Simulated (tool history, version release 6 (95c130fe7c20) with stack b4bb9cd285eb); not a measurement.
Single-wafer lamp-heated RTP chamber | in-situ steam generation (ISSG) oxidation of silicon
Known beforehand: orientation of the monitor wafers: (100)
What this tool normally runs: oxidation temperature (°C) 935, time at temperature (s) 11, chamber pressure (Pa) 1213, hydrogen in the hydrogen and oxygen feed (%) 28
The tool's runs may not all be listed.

run	day	oxidation temperature (°C)	time at temperature (s)	chamber pressure (Pa)	hydrogen in the hydrogen and oxygen feed (%)	read-back reference wafer on the same gauge, thickness	oxide thickness on the monitor wafer (angstrom)
1	0	924	11	1213	28	4.029	36.6
2	2.55	935	11	1213	28	4.031	37.46
3	3.925	935	11	1213	28	4.029	37.67
4	6.367	935	11	1213	28	4.03	37.68
5	8.846	935	11	1213	28	4.03	37.6
6	10.662	935	11	1213	23	4.03	35.76
7	13.433	935	9	1213	28	4.028	35.14
8	14.862	940	11	1213	28	4.029	38.06
9	17.483	940	11	1213	28	4.029	38.17
# day 20.296: hydrogen flow controller replaced
10	22.512	935	11	1213	28	4.031	38

What does the tool deliver on the next run?
11	24.896	935	7	1027	22	?	?

{"run 11": {"read-back reference wafer on the same gauge, thickness": 4.031, "oxide thickness on the monitor wafer (angstrom)": 30.8}}
With the hidden condition absent and the run-to-run variation left alone, this run would have shown oxide thickness on the monitor wafer (angstrom) 30.43.

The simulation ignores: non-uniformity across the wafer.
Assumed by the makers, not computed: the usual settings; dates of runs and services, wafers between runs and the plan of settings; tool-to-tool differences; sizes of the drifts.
